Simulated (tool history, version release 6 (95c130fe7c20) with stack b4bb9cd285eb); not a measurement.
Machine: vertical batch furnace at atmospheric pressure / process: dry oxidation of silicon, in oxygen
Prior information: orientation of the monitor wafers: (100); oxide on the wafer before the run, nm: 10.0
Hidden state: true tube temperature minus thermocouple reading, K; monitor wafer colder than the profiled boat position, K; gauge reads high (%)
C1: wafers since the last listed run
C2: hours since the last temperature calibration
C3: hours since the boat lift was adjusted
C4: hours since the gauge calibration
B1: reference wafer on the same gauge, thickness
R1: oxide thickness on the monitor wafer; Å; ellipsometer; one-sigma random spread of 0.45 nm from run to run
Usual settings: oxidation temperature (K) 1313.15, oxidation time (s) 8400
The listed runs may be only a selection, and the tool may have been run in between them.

run 1 day=0 | oxidation_temperature_(K)=1313.15 oxidation_time_(s)=8400 | C1=0 C2=1224.1 C3=651.7 C4=933.8 | B1=98.6 | R1=1222.3
run 2 day=2.725 | oxidation_temperature_(K)=1294.15 oxidation_time_(s)=8400 | C1=532 C2=1289.5 C3=717.1 C4=999.2 | B1=98.5 | R1=1037
run 3 day=11.692 | oxidation_temperature_(K)=1313.15 oxidation_time_(s)=8400 | C1=1750 C2=1504.7 C3=932.3 C4=1214.4 | B1=98.21 | R1=1211
run 4 day=12.725 | oxidation_temperature_(K)=1313.15 oxidation_time_(s)=8400 | C1=201 C2=1529.5 C3=957.1 C4=1239.2 | B1=98.29 | R1=1214.6
run 5 day=15.392 | oxidation_temperature_(K)=1313.15 oxidation_time_(s)=5610 | C1=520 C2=1593.5 C3=1021.1 C4=1303.2 | B1=98.19 | R1=933.6
run 6 day=17.075 | oxidation_temperature_(K)=1313.15 oxidation_time_(s)=5610 | C1=328 C2=1633.9 C3=1061.5 C4=1343.6 | B1=98.1 | R1=937.6
run 7 day=18.988 | oxidation_temperature_(K)=1313.15 oxidation_time_(s)=5610 | C1=373 C2=1679.8 C3=1107.4 C4=1389.5 | B1=98.09 | R1=940.9
run 8 day=20.754 | oxidation_temperature_(K)=1324.15 oxidation_time_(s)=8400 | C1=344 C2=1722.2 C3=1149.8 C4=1431.9 | B1=98.09 | R1=1322.6
run 9 day=23.479 | oxidation_temperature_(K)=1324.15 oxidation_time_(s)=8400 | C1=532 C2=1787.6 C3=1215.2 C4=1497.3 | B1=98.04 | R1=1321.5
run 10 day=25.512 | oxidation_temperature_(K)=1324.15 oxidation_time_(s)=8400 | C1=396 C2=1836.4 C3=1264 C4=1546.1 | B1=97.98 | R1=1312.9
run 11 day=27.692 | oxidation_temperature_(K)=1313.15 oxidation_time_(s)=11400 | C1=425 C2=1888.7 C3=1316.3 C4=1598.4 | B1=98.05 | R1=1464.7
run 12 day=30.504 | oxidation_temperature_(K)=1313.15 oxidation_time_(s)=11400 | C1=549 C2=1956.2 C3=1383.8 C4=1665.9 | B1=98.01 | R1=1473.1
run 13 day=33.538 | oxidation_temperature_(K)=1313.15 oxidation_time_(s)=11400 | C1=592 C2=2029 C3=1456.6 C4=1738.7 | B1=97.92 | R1=1474.3
run 14 day=40.867 | oxidation_temperature_(K)=1313.15 oxidation_time_(s)=5520 | C1=1430 C2=2204.9 C3=1632.5 C4=1914.6 | B1=97.96 | R1=923.9
run 15 day=42.921 | oxidation_temperature_(K)=1313.15 oxidation_time_(s)=5520 | C1=401 C2=2254.2 C3=1681.8 C4=1963.9 | B1=97.94 | R1=924.1
-- day=44.567 boat lift adjusted
run 16 day=44.975 | oxidation_temperature_(K)=1313.15 oxidation_time_(s)=5520 | C1=205 C2=2303.5 C3=9.8 C4=2013.2 | B1=97.89 | R1=916.5
run 17 day=45.992 | oxidation_temperature_(K)=1313.15 oxidation_time_(s)=8400 | C1=198 C2=2327.9 C3=34.2 C4=2037.6 | B1=97.82 | R1=1212.3
-- day=50.154 gauge calibrated
run 18 day=52.742 | oxidation_temperature_(K)=1313.15 oxidation_time_(s)=11610 | C1=1317 C2=2489.9 C3=196.2 C4=62.1 | B1=100.94 | R1=1534.9
run 19 day=54.812 | oxidation_temperature_(K)=1313.15 oxidation_time_(s)=8400 | C1=404 C2=2539.6 C3=245.9 C4=111.8 | B1=100.68 | R1=1246.7
run 20 day=56.708 | oxidation_temperature_(K)=1296.15 oxidation_time_(s)=8400 | C1=370 C2=2585.1 C3=291.4 C4=157.3 | B1=100.53 | R1=1080.9
run 21 day=59.296 | oxidation_temperature_(K)=1313.15 oxidation_time_(s)=9840 | C1=505 C2=2647.2 C3=353.5 C4=219.4 | B1=100.38 | R1=1370.7
run 22 day=61.796 | oxidation_temperature_(K)=1338.15 oxidation_time_(s)=5760 | C1=488 C2=2707.2 C3=413.5 C4=279.4 | B1=100.16 | R1=1182
run 23 day=62.9 | oxidation_temperature_(K)=1335.15 oxidation_time_(s)=6330 | C1=215 C2=2733.7 C3=440 C4=305.9 | B1=100.13 | R1=1220.7
-- day=66.633 thermocouples replaced and temperature profile calibrated
run 24 day=66.654 | oxidation_temperature_(K)=1298.15 oxidation_time_(s)=8400 | C1=537 C2=0.5 C3=530.1 C4=396 | B1=99.94 | R1=1091.3
run 25 day=71.333 | oxidation_temperature_(K)=1289.15 oxidation_time_(s)=4650 | C1=913 C2=112.8 C3=642.4 C4=508.3 | B1=99.58 | R1=681.5
run 26 day=73.575 | oxidation_temperature_(K)=1296.15 oxidation_time_(s)=11760 | C1=437 C2=166.6 C3=696.2 C4=562.1 | B1=99.5 | R1=1324.7
run 27 day=82.154 | oxidation_temperature_(K)=1313.15 oxidation_time_(s)=8400 | C1=1674 C2=372.5 C3=902.1 C4=768 | B1=99.09 | R1=1229.9
run 28 day=84.671 | oxidation_temperature_(K)=1313.15 oxidation_time_(s)=8400 | C1=491 C2=432.9 C3=962.5 C4=828.4 | B1=98.98 | R1=1227.3
run 29 day=86.246 | oxidation_temperature_(K)=1313.15 oxidation_time_(s)=4350 | C1=307 C2=470.7 C3=1000.3 C4=866.2 | B1=98.99 | R1=797.4
run 30 day=89.162 | oxidation_temperature_(K)=1334.15 oxidation_time_(s)=10260 | C1=569 C2=540.7 C3=1070.3 C4=936.2 | B1=98.96 | R1=1631.5
run 31 day=92.029 | oxidation_temperature_(K)=1324.15 oxidation_time_(s)=6510 | C1=559 C2=609.5 C3=1139.1 C4=1005 | B1=98.79 | R1=1131
run 32 day=93.829 | oxidation_temperature_(K)=1313.15 oxidation_time_(s)=8400 | C1=351 C2=652.7 C3=1182.3 C4=1048.2 | B1=98.76 | R1=1222.1
run 33 day=96.512 | oxidation_temperature_(K)=1313.15 oxidation_time_(s)=6210 | C1=523 C2=717.1 C3=1246.7 C4=1112.6 | B1=98.72 | R1=1010.3
run 34 day=98.858 | oxidation_temperature_(K)=1333.15 oxidation_time_(s)=11880 | C1=457 C2=773.4 C3=1303 C4=1168.9 | B1=98.65 | R1=1769.8
run 35 day=100.908 | oxidation_temperature_(K)=1322.15 oxidation_time_(s)=6480 | C1=400 C2=822.6 C3=1352.2 C4=1218.1 | B1=98.47 | R1=1103.9

Take each entry between the runs: how does the hidden state at the last listed run before it differ from the hidden state at the first listed run after it?
Logged between run 15 and run 16: boat lift adjusted (day 44.567)
  gauge reads high (%): -3.13 -> -3.14
  what was measured, less what the result would be without the hidden state, R1: -29.8 -> -29.8 Å
Logged between run 17 and run 18: gauge calibrated (day 50.154)
  gauge reads high (%): -3.15 -> -0.0584
  what was measured, less what the result would be without the hidden state, R1: -39.5 -> -0.9 Å
Logged between run 23 and run 24: thermocouples replaced and temperature profile calibrated (day 66.633)
  gauge reads high (%): -0.872 -> -1.11
  what was measured, less what the result would be without the hidden state, R1: -10.8 -> -12.3 Å
